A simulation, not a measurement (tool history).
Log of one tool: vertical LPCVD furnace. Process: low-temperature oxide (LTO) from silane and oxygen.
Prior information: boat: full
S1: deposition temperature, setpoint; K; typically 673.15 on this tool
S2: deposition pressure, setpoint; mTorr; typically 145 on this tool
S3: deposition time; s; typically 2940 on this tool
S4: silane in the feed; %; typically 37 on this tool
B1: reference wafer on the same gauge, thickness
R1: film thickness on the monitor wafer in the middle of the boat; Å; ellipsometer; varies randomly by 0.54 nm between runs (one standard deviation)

| run | hour | S1 | S2 | S3 | S4 | B1 | R1 |
|---|---|---|---|---|---|---|---|
| 1 | 0 | 673.15 | 145 | 2940 | 37 | 217.98 | 2508 |
| 2 | 43.2 | 673.15 | 145 | 2940 | 37 | 218.01 | 2507.4 |
| 3 | 112 | 673.15 | 145 | 3360 | 40 | 217.94 | 3163.4 |
| 4 | 148.3 | 673.15 | 145 | 2940 | 37 | 218.01 | 2501.7 |
|  | 158 | gauge calibrated |
|  | 185 | pressure gauge zeroed |
| 5 | 217.7 | 673.15 | 145 | 2940 | 37 | 218.05 | 2506.4 |
| 6 | 261.3 | 673.15 | 145 | 2940 | 37 | 217.93 | 2517.4 |
| 7 | 319.6 | 673.15 | 145 | 2940 | 37 | 217.99 | 2519.8 |
| 8 | 378 | 673.15 | 145 | 2940 | 37 | 217.98 | 2512.4 |
| 9 | 443.7 | 673.15 | 145 | 2940 | 37 | 218 | 2516.2 |
| 10 | 509.9 | 673.15 | 145 | 2940 | 37 | 218.03 | 2505.3 |
| 11 | 575.9 | 666.15 | 175 | 2940 | 37 | 218.02 | 2801.3 |
| 12 | 715.3 | 673.15 | 145 | 3270 | 37 | 218.08 | 2787.9 |
| 13 | 746 | 667.15 | 120 | 4020 | 33 | 218 | 2268.9 |
| 14 | 789.7 | 673.15 | 145 | 2940 | 37 | 217.98 | 2510.5 |
|  | 841.2 | silane flow controller replaced |
| 15 | 841.7 | 673.15 | 145 | 2940 | 37 | 218.07 | 2515.9 |
| 16 | 881.4 | 684.15 | 115 | 2580 | 33 | 218 | 1702.6 |
| 17 | 936.9 | 661.15 | 145 | 2940 | 37 | 217.97 | 2188.5 |
|  | 983.3 | thermocouples replaced and temperature profile calibrated |
| 18 | 983.8 | 670.15 | 160 | 2130 | 37 | 218.05 | 1941.7 |
| 19 | 1036.8 | 670.15 | 145 | 2940 | 37 | 218.01 | 2417.1 |

Expected results for the next run?
| 20 | 1073.8 | 662.15 | 145 | 2940 | 37 | ? | ? |

B1: 217.99
R1: 2214.9 Å
If the tool had no hidden condition, the same run with the same run-to-run variation would have returned R1 2214.9 Å.
